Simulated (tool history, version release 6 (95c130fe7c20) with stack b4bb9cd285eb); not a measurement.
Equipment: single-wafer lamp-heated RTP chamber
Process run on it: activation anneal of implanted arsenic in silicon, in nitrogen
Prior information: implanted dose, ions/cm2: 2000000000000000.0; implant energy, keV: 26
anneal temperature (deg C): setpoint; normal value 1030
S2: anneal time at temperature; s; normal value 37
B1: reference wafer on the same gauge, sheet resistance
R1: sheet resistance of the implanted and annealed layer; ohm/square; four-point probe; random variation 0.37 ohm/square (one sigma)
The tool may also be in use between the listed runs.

Run 1, day 0.000: usual settings; B1 62.64. Result: R1 76.18 ohm/square.
Run 2, day 0.592: usual settings; B1 62.68. Result: R1 76.48 ohm/square.
At day 0.771: gauge calibrated.
Run 3, day 1.208: usual settings; B1 62.60. Result: R1 76.00 ohm/square.
Run 4, day 2.004: usual settings; B1 62.65. Result: R1 75.66 ohm/square.
Run 5, day 5.258: usual settings but S2 42 s; B1 62.61. Result: R1 72.34 ohm/square.
At day 6.325: pyrometer window cleaned and pyrometer calibrated.
Run 6, day 6.475: usual settings but anneal temperature (deg C) 1018, S2 49 s; B1 62.65. Result: R1 75.88 ohm/square.
At day 7.104: reflector plate cleaned.
Run 7, day 7.262: usual settings but anneal temperature (deg C) 1018, S2 49 s; B1 62.62. Result: R1 77.82 ohm/square.
Run 8, day 8.250: usual settings but anneal temperature (deg C) 1018, S2 49 s; B1 62.61. Result: R1 77.39 ohm/square.
Run 9, day 9.321: usual settings; B1 62.53. Result: R1 76.22 ohm/square.
Run 10, day 10.029: usual settings; B1 62.70. Result: R1 75.74 ohm/square.
Run 11, day 11.512: usual settings; B1 62.58. Result: R1 75.26 ohm/square.
Run 12, day 12.458: usual settings but anneal temperature (deg C) 1019, S2 59 s; B1 62.60. Result: R1 73.15 ohm/square.
At day 14.404: reflector plate cleaned.
At day 16.088: pyrometer window cleaned and pyrometer calibrated.
Run 13, day 16.721: usual settings but anneal temperature (deg C) 1004, S2 54 s; B1 62.59. Result: R1 80.50 ohm/square.
Run 14, day 18.038: usual settings but anneal temperature (deg C) 1046, S2 48 s; B1 62.60. Result: R1 68.31 ohm/square.
Run 15, day 18.596: usual settings; B1 62.54. Result: R1 76.36 ohm/square.
At day 18.975: gauge calibrated.
Run 16, day 19.567: usual settings but anneal temperature (deg C) 1008, S2 24 s; B1 62.63. Result: R1 88.18 ohm/square.
Run 17, day 20.550: usual settings; B1 62.59. Result: R1 74.89 ohm/square.
At day 21.642: reflector plate cleaned.
Run 18, day 21.783: usual settings but anneal temperature (deg C) 1042; B1 62.61. Result: R1 72.55 ohm/square.
Run 19, day 22.696: usual settings; B1 62.66. Result: R1 75.64 ohm/square.
Run 20, day 23.992: usual settings but anneal temperature (deg C) 1051, S2 55 s; B1 62.62. Result: R1 64.23 ohm/square.
Run 21, day 25.417: usual settings but anneal temperature (deg C) 1053, S2 45 s; B1 62.50. Result: R1 65.70 ohm/square.
At day 25.967: pyrometer window cleaned and pyrometer calibrated.
Run 22, day 26.908: usual settings but anneal temperature (deg C) 1040, S2 20 s; B1 62.51. Result: R1 80.52 ohm/square.
Run 23, day 27.829: usual settings; B1 62.53. Result: R1 75.97 ohm/square.

Hidden state or all else? Some run-to-run changes of R1, split into what the settings, what came in and random variation would give without the hidden state, and what is left for the hidden state (with any gauge scatter that isn't in both results):
The hidden state here: true wafer temperature minus pyrometer reading, K; wafer temperature error from the tarnished reflector plate, K; gauge reads high (%).
Run 4 -> 5: S2 37 -> 42. R1 -3.32 ohm/square: hidden state -2.15, all else -1.17.
Run 6 -> 7: reflector plate cleaned. R1 +1.94 ohm/square: hidden state +1.82, all else +0.12.
Run 16 -> 17: anneal temperature (deg C) 1008 -> 1030, S2 24 -> 37. R1 -13.29 ohm/square: hidden state -0.52, all else -12.77.
Run 21 -> 22: anneal temperature (deg C) 1053 -> 1040, S2 45 -> 20, pyrometer window cleaned and pyrometer calibrated. R1 +14.82 ohm/square: hidden state +1.18, all else +13.64.

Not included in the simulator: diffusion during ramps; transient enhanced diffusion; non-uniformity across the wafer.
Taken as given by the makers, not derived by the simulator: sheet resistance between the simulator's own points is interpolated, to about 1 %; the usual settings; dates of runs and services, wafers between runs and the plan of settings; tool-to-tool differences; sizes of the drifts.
